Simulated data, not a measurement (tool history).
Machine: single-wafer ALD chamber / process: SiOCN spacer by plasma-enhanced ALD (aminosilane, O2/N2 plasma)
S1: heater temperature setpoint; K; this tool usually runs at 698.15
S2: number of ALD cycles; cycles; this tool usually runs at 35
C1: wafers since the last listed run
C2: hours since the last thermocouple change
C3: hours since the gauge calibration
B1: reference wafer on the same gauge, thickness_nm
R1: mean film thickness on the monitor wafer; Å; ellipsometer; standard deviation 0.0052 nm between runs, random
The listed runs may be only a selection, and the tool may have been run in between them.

run	hour	S1	S2	C1	C2	C3	B1	R1
1	0	698.15	35	0	1820.3	1060.7	1.972	21.13
2	44.4	698.15	35	288	1864.7	1105.1	1.97	21.18
3	103.8	698.15	35	386	1924.1	1164.5	1.968	21.17
4	132.7	707.15	35	187	1953	1193.4	1.971	20.5
5	204.1	707.15	35	464	2024.4	1264.8	1.969	20.45
6	228.5	698.15	35	158	2048.8	1289.2	1.971	21.29
7	262.6	698.15	35	221	2082.9	1323.3	1.971	21.18
8	320.4	698.15	37	375	2140.7	1381.1	1.971	22.48
9	529	698.15	37	1355	2349.3	1589.7	1.972	22.42
# hour 538: gauge calibrated
10	591.6	698.15	37	406	2411.9	53.6	1.971	22.4
11	641.9	698.15	35	326	2462.2	103.9	1.972	21.19
12	678.3	698.15	39	236	2498.6	140.3	1.97	23.65
13	702.3	698.15	35	155	2522.6	164.3	1.969	21.22
14	759.2	698.15	35	369	2579.5	221.2	1.969	21.11
15	794.1	698.15	35	226	2614.4	256.1	1.97	21.17
16	827.4	710.15	37	216	2647.7	289.4	1.97	21.5
17	855.6	698.15	38	183	2675.9	317.6	1.97	23.06
18	1043.7	689.15	41	1222	2864	505.7	1.969	25.66
# hour 1060.3: thermocouple changed; heater temperature recalibrated
19	1106.7	698.15	35	357	46.4	568.7	1.971	20.69
20	1144.6	688.15	41	246	84.3	606.6	1.971	25.21
21	1171.8	689.15	39	176	111.5	633.8	1.971	23.86
22	1210.8	698.15	35	253	150.5	672.8	1.971	20.67
23	1236.3	698.15	35	165	176	698.3	1.969	20.79
24	1276	698.15	35	258	215.7	738	1.971	20.7
25	1313.3	692.15	37	242	253	775.3	1.971	22.53
26	1353.6	702.15	30	261	293.3	815.6	1.969	17.61
27	1477.1	708.15	35	802	416.8	939.1	1.97	20.14
28	1689.7	698.15	35	1381	629.4	1151.7	1.97	20.91

Here are 4 independent what-if runs from the current tool condition. What would each one return?
A	1690.2	685.15	35	3	629.9	1152.2	?	?
B	1690.2	698.15	29	3	629.9	1152.2	?	?
C	1690.2	693.15	38	3	629.9	1152.2	?	?
D	1690.2	708.15	29	3	629.9	1152.2	?	?

run	B1	R1
A	1.969	21.93
B	1.969	17.35
C	1.969	23.15
D	1.969	16.71
Without the tool's hidden state the same runs would have given:
run	R1
A	21.7
B	17.16
C	22.9
D	16.52
